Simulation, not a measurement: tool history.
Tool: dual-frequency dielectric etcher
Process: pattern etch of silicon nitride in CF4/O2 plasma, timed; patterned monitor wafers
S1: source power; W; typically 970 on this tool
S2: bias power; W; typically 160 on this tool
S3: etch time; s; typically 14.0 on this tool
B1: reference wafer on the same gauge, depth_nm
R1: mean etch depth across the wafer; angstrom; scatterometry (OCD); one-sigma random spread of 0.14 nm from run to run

run 1 day=0.000 | S1=970 S2=160 S3=14.0 | B1=36.99 | R1=450.7
run 2 day=1.408 | S1=970 S2=160 S3=14.0 | B1=37.02 | R1=450.8
run 3 day=3.142 | S1=970 S2=160 S3=14.0 | B1=36.99 | R1=451.0
run 4 day=6.100 | S1=970 S2=160 S3=14.0 | B1=37.00 | R1=451.8
run 5 day=7.575 | S1=790 S2=160 S3=14.0 | B1=37.03 | R1=375.9
run 6 day=9.742 | S1=790 S2=160 S3=14.0 | B1=37.01 | R1=377.3
run 7 day=11.938 | S1=970 S2=160 S3=14.0 | B1=37.00 | R1=452.1
run 8 day=14.067 | S1=970 S2=160 S3=14.0 | B1=36.98 | R1=456.8
run 9 day=15.458 | S1=1130 S2=160 S3=14.0 | B1=37.00 | R1=520.5
run 10 day=16.633 | S1=1130 S2=160 S3=14.0 | B1=37.02 | R1=522.9
-- day=17.958 wet clean of the chamber
-- day=19.362 upper electrode replaced, of another model than before
run 11 day=19.383 | S1=970 S2=160 S3=14.0 | B1=36.98 | R1=453.2
run 12 day=20.662 | S1=970 S2=160 S3=14.0 | B1=37.01 | R1=449.6
run 13 day=22.096 | S1=970 S2=160 S3=14.0 | B1=36.98 | R1=453.3
-- day=24.446 gauge calibrated
run 14 day=24.683 | S1=970 S2=160 S3=14.0 | B1=37.00 | R1=453.3
run 15 day=26.200 | S1=970 S2=160 S3=14.0 | B1=37.02 | R1=451.8
-- day=27.458 bias power generator calibrated
run 16 day=28.683 | S1=880 S2=181 S3=11.5 | B1=37.00 | R1=369.5
run 17 day=29.792 | S1=1050 S2=174 S3=14.0 | B1=36.99 | R1=490.0
run 18 day=32.775 | S1=970 S2=160 S3=14.0 | B1=36.99 | R1=455.6
run 19 day=34.304 | S1=1180 S2=194 S3=11.5 | B1=36.99 | R1=450.4
run 20 day=36.088 | S1=750 S2=130 S3=12.0 | B1=37.01 | R1=316.6
run 21 day=38.100 | S1=970 S2=144 S3=16.5 | B1=37.00 | R1=520.7
run 22 day=40.650 | S1=1160 S2=128 S3=18.0 | B1=36.98 | R1=609.6
-- day=41.571 source power generator calibrated
-- day=43.867 wet clean of the chamber
run 23 day=43.888 | S1=970 S2=160 S3=11.0 | B1=37.00 | R1=350.0
run 24 day=46.029 | S1=760 S2=160 S3=16.5 | B1=37.01 | R1=460.9
run 25 day=48.762 | S1=1200 S2=160 S3=17.0 | B1=37.00 | R1=618.8
run 26 day=51.262 | S1=760 S2=140 S3=17.5 | B1=37.01 | R1=468.3
run 27 day=53.033 | S1=760 S2=160 S3=16.5 | B1=37.01 | R1=460.3
run 28 day=55.617 | S1=970 S2=160 S3=14.0 | B1=36.97 | R1=443.7

Consider 5 possible next runs. They are alternatives, not a sequence: every one starts from the tool as it was left by run 28. What does each give?
run A day=55.633 | S1=970 S2=160 S3=12.0 | B1=? | R1=?
run B day=55.633 | S1=970 S2=160 S3=16.0 | B1=? | R1=?
run C day=55.633 | S1=870 S2=160 S3=14.0 | B1=? | R1=?
run D day=55.633 | S1=1110 S2=140 S3=17.5 | B1=? | R1=?
run E day=55.633 | S1=780 S2=183 S3=12.5 | B1=? | R1=?

run=A B1=37.00 R1=381.2
run=B B1=37.00 R1=508.2
run=C B1=37.00 R1=418.1
run=D B1=37.00 R1=575.2
run=E B1=37.00 R1=369.0
With the hidden condition removed and each run's random variation left untouched, the same runs would have given:
run=A R1=380.9
run=B R1=507.9
run=C R1=417.9
run=D R1=574.9
run=E R1=368.8

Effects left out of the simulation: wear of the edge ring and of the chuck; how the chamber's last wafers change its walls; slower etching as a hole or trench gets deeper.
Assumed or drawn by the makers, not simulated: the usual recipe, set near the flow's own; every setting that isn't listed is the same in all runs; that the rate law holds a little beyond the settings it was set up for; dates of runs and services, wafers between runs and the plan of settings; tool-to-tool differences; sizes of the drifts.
